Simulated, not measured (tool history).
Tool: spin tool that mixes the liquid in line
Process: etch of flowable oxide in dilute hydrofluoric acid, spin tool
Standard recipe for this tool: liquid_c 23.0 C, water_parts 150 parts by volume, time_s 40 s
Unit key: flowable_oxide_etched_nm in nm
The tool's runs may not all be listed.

run,hour,liquid_c,water_parts,time_s,wafers since the last listed run,hours since the thermometer was replaced,hours since the hydrofluoric acid flow meter was replaced,hours since the gauge calibration,"read-back film thickness of the flowable oxide reference wafer, read on the same gauge (nm)",flowable_oxide_etched_nm
1,0.0,23.0,150,40,0,2012.3,226.0,487.1,120.03,11.90
2,21.6,23.0,150,40,320,2033.9,247.6,508.7,120.00,11.99
3,49.7,23.0,150,40,417,2062.0,275.7,536.8,120.01,11.93
4,73.0,23.0,150,40,345,2085.3,299.0,560.1,119.99,12.03
5,108.1,23.0,150,40,520,2120.4,334.1,595.2,120.00,12.02
6,129.2,23.0,150,40,313,2141.5,355.2,616.3,120.00,12.02
7,148.8,23.0,150,60,290,2161.1,374.8,635.9,119.98,17.86
8,163.6,23.0,150,40,219,2175.9,389.6,650.7,119.99,11.96
9,183.0,23.0,150,40,287,2195.3,409.0,670.1,120.00,11.99
10,206.7,23.0,150,40,351,2219.0,432.7,693.8,120.04,11.92
11,238.3,23.0,150,40,469,2250.6,464.3,725.4,120.01,11.91
12,269.9,23.0,150,30,469,2282.2,495.9,757.0,120.01,8.98
13,290.4,23.0,150,40,304,2302.7,516.4,777.5,119.96,11.93
14,389.6,20.5,150,40,1472,2401.9,615.6,876.7,120.00,10.85
15,419.8,20.5,150,40,448,2432.1,645.8,906.9,119.99,10.86
16,453.0,20.5,150,40,492,2465.3,679.0,940.1,119.99,10.89
17,478.6,23.0,105,60,379,2490.9,704.6,965.7,120.00,27.06
18,493.1,20.0,150,40,215,2505.4,719.1,980.2,120.02,10.65
# hour 522.5: thermometer replaced
19,524.9,20.5,105,65,457,2.4,750.9,1012.0,119.99,26.44
# hour 529.4: gauge calibrated
20,557.9,23.0,150,40,489,35.4,783.9,28.5,119.97,12.04
21,588.2,23.0,90,30,449,65.7,814.2,58.8,120.03,15.90
22,613.3,23.0,75,40,372,90.8,839.3,83.9,119.98,26.32
# hour 638.4: hydrofluoric acid flow meter replaced
23,644.8,26.0,225,55,452,122.3,6.4,115.4,120.01,11.22
24,675.2,21.0,85,40,451,152.7,36.8,145.8,119.98,21.11
25,688.8,26.5,125,55,201,166.3,50.4,159.4,120.00,23.32
26,720.5,26.0,150,25,470,198.0,82.1,191.1,119.98,8.34
27,752.3,23.0,150,40,471,229.8,113.9,222.9,120.01,11.97
28,778.7,23.0,150,40,391,256.2,140.3,249.3,119.98,11.89
29,795.6,27.0,150,50,250,273.1,157.2,266.2,119.99,17.38
30,816.5,23.0,150,40,310,294.0,178.1,287.1,120.03,12.05
31,843.5,23.0,115,55,400,321.0,205.1,314.1,120.00,22.39
32,874.6,23.0,115,40,461,352.1,236.2,345.2,120.00,16.21

Below are 3 alternative next runs, each starting from the tool's condition after run 32. Predict each:
A,875.0,26.0,150,40,5,352.5,236.6,345.6,?,?
B,875.0,23.0,85,40,5,352.5,236.6,345.6,?,?
C,875.0,19.0,150,50,5,352.5,236.6,345.6,?,?

run,"read-back film thickness of the flowable oxide reference wafer, read on the same gauge (nm)",flowable_oxide_etched_nm
A,120.01,13.40
B,120.01,22.77
C,120.01,12.77
With the hidden condition removed and each run's random variation left untouched, the same runs would have given:
run,flowable_oxide_etched_nm
A,13.40
B,22.77
C,12.77
